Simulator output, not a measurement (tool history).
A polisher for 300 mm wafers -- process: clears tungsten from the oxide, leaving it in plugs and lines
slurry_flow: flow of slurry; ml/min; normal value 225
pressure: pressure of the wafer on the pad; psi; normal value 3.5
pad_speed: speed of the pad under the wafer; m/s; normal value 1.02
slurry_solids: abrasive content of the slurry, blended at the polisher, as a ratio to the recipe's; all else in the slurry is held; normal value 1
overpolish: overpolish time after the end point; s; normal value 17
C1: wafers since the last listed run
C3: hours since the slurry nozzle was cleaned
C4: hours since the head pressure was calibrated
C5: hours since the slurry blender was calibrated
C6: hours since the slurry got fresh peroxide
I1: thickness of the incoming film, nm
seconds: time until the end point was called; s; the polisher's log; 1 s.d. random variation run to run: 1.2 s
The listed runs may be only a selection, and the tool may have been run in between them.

run 1 day=0 | slurry_flow=225 pressure=3.5 pad_speed=1.02 slurry_solids=1 overpolish=17 | C1=0 wafers_polished_on_this_pad=502 C3=229.8 C4=594.2 C5=318.3 C6=81.3 | I1=271.5 | seconds=63.7
-- day=0.308 slurry tank refilled with fresh slurry and peroxide
run 2 day=0.546 | slurry_flow=225 pressure=3.5 pad_speed=1.02 slurry_solids=1 overpolish=17 | C1=159 wafers_polished_on_this_pad=661 C3=242.9 C4=607.3 C5=331.4 C6=5.7 | I1=272.5 | seconds=66.3
run 3 day=0.954 | slurry_flow=225 pressure=3.5 pad_speed=1.02 slurry_solids=1 overpolish=17 | C1=129 wafers_polished_on_this_pad=791 C3=252.7 C4=617.1 C5=341.2 C6=15.5 | I1=271.6 | seconds=68.3
run 4 day=1.417 | slurry_flow=225 pressure=3.5 pad_speed=1.02 slurry_solids=1 overpolish=17 | C1=146 wafers_polished_on_this_pad=937 C3=263.8 C4=628.2 C5=352.3 C6=26.6 | I1=275.7 | seconds=68
-- day=1.754 worn pad replaced by a new one
run 5 day=1.804 | slurry_flow=225 pressure=3.5 pad_speed=1.02 slurry_solids=1 overpolish=17 | C1=69 wafers_polished_on_this_pad=16 C3=273.1 C4=637.5 C5=361.6 C6=35.9 | I1=272 | seconds=67.7
run 6 day=2.421 | slurry_flow=200 pressure=3.5 pad_speed=1.02 slurry_solids=1 overpolish=17 | C1=195 wafers_polished_on_this_pad=211 C3=287.9 C4=652.3 C5=376.4 C6=50.7 | I1=268.8 | seconds=67.2
run 7 day=2.871 | slurry_flow=200 pressure=3.5 pad_speed=1.02 slurry_solids=1 overpolish=17 | C1=142 wafers_polished_on_this_pad=353 C3=298.7 C4=663.1 C5=387.2 C6=61.5 | I1=272.3 | seconds=67.6
run 8 day=3.558 | slurry_flow=200 pressure=3.5 pad_speed=1.02 slurry_solids=1 overpolish=17 | C1=217 wafers_polished_on_this_pad=571 C3=315.2 C4=679.6 C5=403.7 C6=78 | I1=269.1 | seconds=70.2
run 9 day=3.808 | slurry_flow=260 pressure=3.5 pad_speed=1.02 slurry_solids=1 overpolish=17 | C1=79 wafers_polished_on_this_pad=650 C3=321.2 C4=685.6 C5=409.7 C6=84 | I1=271.8 | seconds=68.1
-- day=3.9 slurry tank refilled with fresh slurry and peroxide
-- day=4.392 slurry nozzle cleaned
run 10 day=4.442 | slurry_flow=225 pressure=3.5 pad_speed=1.02 slurry_solids=0.85 overpolish=17 | C1=174 wafers_polished_on_this_pad=824 C3=1.2 C4=700.8 C5=424.9 C6=13 | I1=269.1 | seconds=70.3
run 11 day=4.871 | slurry_flow=225 pressure=3.5 pad_speed=1.02 slurry_solids=0.85 overpolish=17 | C1=135 wafers_polished_on_this_pad=960 C3=11.5 C4=711.1 C5=435.2 C6=23.3 | I1=269.9 | seconds=72.6
-- day=5.088 head pressure recalibrated
-- day=5.112 worn pad replaced by a new one
run 12 day=5.442 | slurry_flow=225 pressure=3.5 pad_speed=1.02 slurry_solids=1 overpolish=17 | C1=146 wafers_polished_on_this_pad=104 C3=25.2 C4=8.5 C5=448.9 C6=37 | I1=270.7 | seconds=68.6
-- day=5.671 slurry blender recalibrated
run 13 day=5.704 | slurry_flow=200 pressure=3.5 pad_speed=1.02 slurry_solids=1 overpolish=8 | C1=56 wafers_polished_on_this_pad=161 C3=31.5 C4=14.8 C5=0.8 C6=43.3 | I1=269 | seconds=63.3
-- day=7.375 slurry tank refilled with fresh slurry and peroxide
run 14 day=7.725 | slurry_flow=225 pressure=3.1 pad_speed=1.02 slurry_solids=1 overpolish=17 | C1=626 wafers_polished_on_this_pad=787 C3=80 C4=63.3 C5=49.3 C6=8.4 | I1=267 | seconds=66.7
run 15 day=8.008 | slurry_flow=225 pressure=3.9 pad_speed=1.02 slurry_solids=1 overpolish=17 | C1=89 wafers_polished_on_this_pad=877 C3=86.8 C4=70.1 C5=56.1 C6=15.2 | I1=270.5 | seconds=56.3
-- day=8.204 worn pad replaced by a new one
run 16 day=10 | slurry_flow=225 pressure=3.5 pad_speed=1.02 slurry_solids=1.15 overpolish=21 | C1=577 wafers_polished_on_this_pad=568 C3=134.6 C4=117.9 C5=103.9 C6=63 | I1=271 | seconds=59.2
run 17 day=10.629 | slurry_flow=265 pressure=2.6 pad_speed=1.02 slurry_solids=1 overpolish=26 | C1=199 wafers_polished_on_this_pad=767 C3=149.7 C4=133 C5=119 C6=78.1 | I1=273.5 | seconds=74.3
-- day=11.171 slurry tank refilled with fresh slurry and peroxide
run 18 day=11.304 | slurry_flow=200 pressure=3.5 pad_speed=1.02 slurry_solids=1 overpolish=8 | C1=200 wafers_polished_on_this_pad=967 C3=165.9 C4=149.2 C5=135.2 C6=3.2 | I1=275.3 | seconds=65.7
-- day=11.675 worn pad replaced by a new one
run 19 day=11.696 | slurry_flow=225 pressure=3.5 pad_speed=1.02 slurry_solids=1 overpolish=17 | C1=71 wafers_polished_on_this_pad=7 C3=175.3 C4=158.6 C5=144.6 C6=12.6 | I1=273 | seconds=62.9
run 20 day=11.9 | slurry_flow=225 pressure=4.1 pad_speed=1.02 slurry_solids=1.1 overpolish=17 | C1=64 wafers_polished_on_this_pad=71 C3=180.2 C4=163.5 C5=149.5 C6=17.5 | I1=267.8 | seconds=53.9
run 21 day=12.196 | slurry_flow=225 pressure=4.1 pad_speed=1.02 slurry_solids=1 overpolish=17 | C1=93 wafers_polished_on_this_pad=165 C3=187.3 C4=170.6 C5=156.6 C6=24.6 | I1=269.1 | seconds=57.7
run 22 day=12.508 | slurry_flow=295 pressure=3.5 pad_speed=0.72 slurry_solids=0.75 overpolish=17 | C1=98 wafers_polished_on_this_pad=264 C3=194.8 C4=178.1 C5=164.1 C6=32.1 | I1=267.4 | seconds=94.6

Below are 4 alternative next runs, each starting from the tool's condition after run 22. Predict each:
run A day=12.525 | slurry_flow=225 pressure=3.5 pad_speed=1.02 slurry_solids=1 overpolish=17 | C1=5 wafers_polished_on_this_pad=269 C3=195.2 C4=178.5 C5=164.5 C6=32.5 | I1=270 | seconds=?
run B day=12.525 | slurry_flow=225 pressure=2.5 pad_speed=1.02 slurry_solids=1 overpolish=17 | C1=5 wafers_polished_on_this_pad=269 C3=195.2 C4=178.5 C5=164.5 C6=32.5 | I1=270 | seconds=?
run C day=12.525 | slurry_flow=295 pressure=3.5 pad_speed=0.9 slurry_solids=1 overpolish=17 | C1=5 wafers_polished_on_this_pad=269 C3=195.2 C4=178.5 C5=164.5 C6=32.5 | I1=270 | seconds=?
run D day=12.525 | slurry_flow=200 pressure=3.5 pad_speed=0.9 slurry_solids=1.2 overpolish=11 | C1=5 wafers_polished_on_this_pad=269 C3=195.2 C4=178.5 C5=164.5 C6=32.5 | I1=270 | seconds=?

run=A seconds=62.4
run=B seconds=77.2
run=C seconds=68.8
run=D seconds=68.2
Without the tool's hidden state the same runs would have given:
run=A seconds=60.8
run=B seconds=75.2
run=C seconds=67
run=D seconds=66.4
